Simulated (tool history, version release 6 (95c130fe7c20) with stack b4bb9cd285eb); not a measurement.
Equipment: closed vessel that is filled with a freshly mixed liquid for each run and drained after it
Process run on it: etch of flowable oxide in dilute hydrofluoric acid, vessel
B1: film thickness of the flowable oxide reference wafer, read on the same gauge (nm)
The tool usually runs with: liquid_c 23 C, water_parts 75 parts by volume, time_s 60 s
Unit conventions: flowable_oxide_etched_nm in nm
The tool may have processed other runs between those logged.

run 1 day=0 | liquid_c=23 water_parts=95 time_s=60 | B1=89.97 | flowable_oxide_etched_nm=23.22
run 2 day=1.204 | liquid_c=23 water_parts=95 time_s=60 | B1=90.02 | flowable_oxide_etched_nm=23.69
run 3 day=1.842 | liquid_c=23 water_parts=95 time_s=60 | B1=89.99 | flowable_oxide_etched_nm=23.5
run 4 day=2.433 | liquid_c=23 water_parts=75 time_s=60 | B1=89.99 | flowable_oxide_etched_nm=30.34
run 5 day=3.788 | liquid_c=23 water_parts=75 time_s=60 | B1=90 | flowable_oxide_etched_nm=30.42
run 6 day=5.229 | liquid_c=23 water_parts=75 time_s=70 | B1=90.01 | flowable_oxide_etched_nm=35.62
run 7 day=5.983 | liquid_c=23 water_parts=75 time_s=70 | B1=90.01 | flowable_oxide_etched_nm=34.88
run 8 day=7.125 | liquid_c=23 water_parts=75 time_s=70 | B1=90.01 | flowable_oxide_etched_nm=35.97
run 9 day=8.021 | liquid_c=23 water_parts=75 time_s=60 | B1=90.01 | flowable_oxide_etched_nm=30.51
-- day=8.562 gauge calibrated
-- day=8.704 thermometer replaced
run 10 day=8.783 | liquid_c=23 water_parts=75 time_s=60 | B1=90 | flowable_oxide_etched_nm=32.34
run 11 day=9.642 | liquid_c=23 water_parts=75 time_s=35 | B1=90.02 | flowable_oxide_etched_nm=18.99
run 12 day=11.112 | liquid_c=23 water_parts=75 time_s=60 | B1=90.03 | flowable_oxide_etched_nm=33.2
run 13 day=12.383 | liquid_c=23 water_parts=75 time_s=60 | B1=90.03 | flowable_oxide_etched_nm=32.73
-- day=12.554 hydrofluoric acid flow meter replaced
run 14 day=13.1 | liquid_c=28 water_parts=90 time_s=70 | B1=89.99 | flowable_oxide_etched_nm=38.11

Expected results for the next run?
run 15 day=14.442 | liquid_c=23 water_parts=75 time_s=60 | B1=? | flowable_oxide_etched_nm=?

B1: 89.99
flowable_oxide_etched_nm: 32.46 nm
Without the tool's hidden state the same run would have given flowable_oxide_etched_nm 33.73 nm.
